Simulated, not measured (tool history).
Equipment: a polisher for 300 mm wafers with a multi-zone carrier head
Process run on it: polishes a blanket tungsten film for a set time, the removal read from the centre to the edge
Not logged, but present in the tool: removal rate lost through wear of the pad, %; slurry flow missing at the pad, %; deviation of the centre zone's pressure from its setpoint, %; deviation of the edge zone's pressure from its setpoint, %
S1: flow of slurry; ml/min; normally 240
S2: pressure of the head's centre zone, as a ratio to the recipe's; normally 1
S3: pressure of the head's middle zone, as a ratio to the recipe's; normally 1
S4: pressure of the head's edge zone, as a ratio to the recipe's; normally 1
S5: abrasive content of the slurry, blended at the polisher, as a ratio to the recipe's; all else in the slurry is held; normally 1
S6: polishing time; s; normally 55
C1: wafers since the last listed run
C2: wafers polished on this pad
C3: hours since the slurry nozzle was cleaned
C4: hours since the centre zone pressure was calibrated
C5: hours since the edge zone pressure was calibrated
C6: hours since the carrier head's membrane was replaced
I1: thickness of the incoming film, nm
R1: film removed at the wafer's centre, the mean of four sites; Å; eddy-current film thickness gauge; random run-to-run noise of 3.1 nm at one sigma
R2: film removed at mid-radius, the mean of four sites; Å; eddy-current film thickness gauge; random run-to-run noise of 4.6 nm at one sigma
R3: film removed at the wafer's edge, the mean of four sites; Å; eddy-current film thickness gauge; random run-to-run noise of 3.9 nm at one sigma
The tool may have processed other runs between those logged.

{"run": 1, "hour": 0.0, "S1": 240, "S2": 1, "S3": 1.08, "S4": 0.96, "S5": 1, "S6": 66, "C1": 0, "C2": 3818, "C3": 616.3, "C4": 181.2, "C5": 546.4, "C6": 1005, "I1": 995.6, "R1": 3908, "R2": 4013, "R3": 3938}
{"run": 2, "hour": 76.2, "S1": 240, "S2": 1, "S3": 1, "S4": 0.92, "S5": 1, "S6": 55, "C1": 554, "C2": 4373, "C3": 692.5, "C4": 257.4, "C5": 622.6, "C6": 1081.2, "I1": 992.6, "R1": 3303, "R2": 3254, "R3": 3220}
{"hour": 156.0, "done": "slurry nozzle cleaned"}
{"run": 3, "hour": 156.5, "S1": 215, "S2": 1, "S3": 0.91, "S4": 1, "S5": 1.25, "S6": 71, "C1": 577, "C2": 4950, "C3": 0.5, "C4": 337.7, "C5": 702.9, "C6": 1161.5, "I1": 989.4, "R1": 4304, "R2": 3823, "R3": 4463}
{"run": 4, "hour": 247.6, "S1": 240, "S2": 1, "S3": 1, "S4": 1.06, "S5": 1, "S6": 37, "C1": 663, "C2": 5614, "C3": 91.6, "C4": 428.8, "C5": 794, "C6": 1252.6, "I1": 997.1, "R1": 2210, "R2": 2175, "R3": 2315}
{"hour": 280.6, "done": "carrier head's membrane replaced by a new one"}
{"hour": 283.9, "done": "worn pad replaced by a new one"}
{"run": 5, "hour": 305.0, "S1": 240, "S2": 1, "S3": 1, "S4": 1, "S5": 1.2, "S6": 55, "C1": 356, "C2": 153, "C3": 149, "C4": 486.2, "C5": 851.4, "C6": 24.4, "I1": 997.5, "R1": 3402, "R2": 3306, "R3": 3362}
{"run": 6, "hour": 409.1, "S1": 240, "S2": 1, "S3": 1, "S4": 0.92, "S5": 1, "S6": 55, "C1": 758, "C2": 911, "C3": 253.1, "C4": 590.3, "C5": 955.5, "C6": 128.5, "I1": 1002.4, "R1": 3267, "R2": 3138, "R3": 3171}
{"run": 7, "hour": 449.1, "S1": 315, "S2": 1, "S3": 1, "S4": 1, "S5": 1, "S6": 55, "C1": 291, "C2": 1202, "C3": 293.1, "C4": 630.3, "C5": 995.5, "C6": 168.5, "I1": 1010.8, "R1": 3338, "R2": 3284, "R3": 3334}
{"run": 8, "hour": 488.2, "S1": 240, "S2": 1, "S3": 0.92, "S4": 1, "S5": 1, "S6": 62, "C1": 284, "C2": 1487, "C3": 332.2, "C4": 669.4, "C5": 1034.6, "C6": 207.6, "I1": 996.7, "R1": 3688, "R2": 3469, "R3": 3700}
{"hour": 524.5, "done": "centre zone pressure recalibrated"}
{"run": 9, "hour": 569.7, "S1": 240, "S2": 1, "S3": 0.95, "S4": 1, "S5": 1, "S6": 55, "C1": 578, "C2": 2066, "C3": 413.7, "C4": 45.2, "C5": 1116.1, "C6": 289.1, "I1": 978.8, "R1": 3273, "R2": 3079, "R3": 3359}
{"run": 10, "hour": 637.9, "S1": 240, "S2": 1, "S3": 1.09, "S4": 0.9, "S5": 1, "S6": 47, "C1": 496, "C2": 2562, "C3": 481.9, "C4": 113.4, "C5": 1184.3, "C6": 357.3, "I1": 982.1, "R1": 2786, "R2": 2997, "R3": 2715}
{"run": 11, "hour": 679.5, "S1": 240, "S2": 1, "S3": 1, "S4": 1, "S5": 1.15, "S6": 55, "C1": 302, "C2": 2865, "C3": 523.5, "C4": 155, "C5": 1225.9, "C6": 398.9, "I1": 987.3, "R1": 3315, "R2": 3321, "R3": 3380}
{"hour": 689.7, "done": "edge zone pressure recalibrated"}
{"run": 12, "hour": 741.1, "S1": 240, "S2": 1, "S3": 1, "S4": 1, "S5": 1.3, "S6": 55, "C1": 434, "C2": 3299, "C3": 585.1, "C4": 216.6, "C5": 51.4, "C6": 460.5, "I1": 1001.9, "R1": 3349, "R2": 3331, "R3": 3414}
{"run": 13, "hour": 779.7, "S1": 240, "S2": 1, "S3": 1, "S4": 1.11, "S5": 1, "S6": 55, "C1": 281, "C2": 3581, "C3": 623.7, "C4": 255.2, "C5": 90, "C6": 499.1, "I1": 1001.3, "R1": 3231, "R2": 3214, "R3": 3494}
{"run": 14, "hour": 866.7, "S1": 240, "S2": 1, "S3": 1, "S4": 1, "S5": 1, "S6": 55, "C1": 633, "C2": 4214, "C3": 710.7, "C4": 342.2, "C5": 177, "C6": 586.1, "I1": 998.2, "R1": 3247, "R2": 3245, "R3": 3334}
{"hour": 888.0, "done": "worn pad replaced by a new one"}
{"hour": 918.2, "done": "slurry nozzle cleaned"}
{"run": 15, "hour": 937.6, "S1": 265, "S2": 1, "S3": 1, "S4": 1, "S5": 1, "S6": 49, "C1": 479, "C2": 353, "C3": 19.4, "C4": 413.1, "C5": 247.9, "C6": 657, "I1": 1000.1, "R1": 2958, "R2": 2915, "R3": 2952}
{"run": 16, "hour": 1023.5, "S1": 240, "S2": 1, "S3": 1, "S4": 1, "S5": 1, "S6": 55, "C1": 625, "C2": 979, "C3": 105.3, "C4": 499, "C5": 333.8, "C6": 742.9, "I1": 1022.4, "R1": 3300, "R2": 3188, "R3": 3284}
{"run": 17, "hour": 1068.4, "S1": 240, "S2": 1, "S3": 0.92, "S4": 1, "S5": 1.2, "S6": 55, "C1": 326, "C2": 1306, "C3": 150.2, "C4": 543.9, "C5": 378.7, "C6": 787.8, "I1": 1016.7, "R1": 3343, "R2": 3042, "R3": 3361}
{"hour": 1163.8, "done": "centre zone pressure recalibrated"}
{"run": 18, "hour": 1182.9, "S1": 240, "S2": 1, "S3": 1, "S4": 1, "S5": 0.85, "S6": 55, "C1": 819, "C2": 2125, "C3": 264.7, "C4": 19.1, "C5": 493.2, "C6": 902.3, "I1": 983.6, "R1": 3132, "R2": 3189, "R3": 3148}
{"run": 19, "hour": 1238.6, "S1": 240, "S2": 1, "S3": 1, "S4": 1, "S5": 1, "S6": 55, "C1": 405, "C2": 2531, "C3": 320.4, "C4": 74.8, "C5": 548.9, "C6": 958, "I1": 985.1, "R1": 3270, "R2": 3206, "R3": 3252}
{"run": 20, "hour": 1296.5, "S1": 240, "S2": 1, "S3": 1, "S4": 1, "S5": 1, "S6": 41, "C1": 421, "C2": 2952, "C3": 378.3, "C4": 132.7, "C5": 606.8, "C6": 1015.9, "I1": 1003.3, "R1": 2446, "R2": 2456, "R3": 2454}

Describe how what the log doesn't record of the tool's condition differs between the last listed run preceding each entry between runs and the first listed run following it.
After run 2, before run 3: slurry nozzle cleaned (hour 156)
  both runs share identical hidden conditions
After run 4, before run 5: carrier head's membrane replaced by a new one (hour 280.6); worn pad replaced by a new one (hour 283.9)
  both runs share identical hidden conditions
After run 8, before run 9: centre zone pressure recalibrated (hour 524.5)
  both runs share identical hidden conditions
After run 11, before run 12: edge zone pressure recalibrated (hour 689.7)
  both runs share identical hidden conditions
After run 14, before run 15: worn pad replaced by a new one (hour 888); slurry nozzle cleaned (hour 918.2)
  both runs share identical hidden conditions
After run 17, before run 18: centre zone pressure recalibrated (hour 1163.8)
  both runs share identical hidden conditions
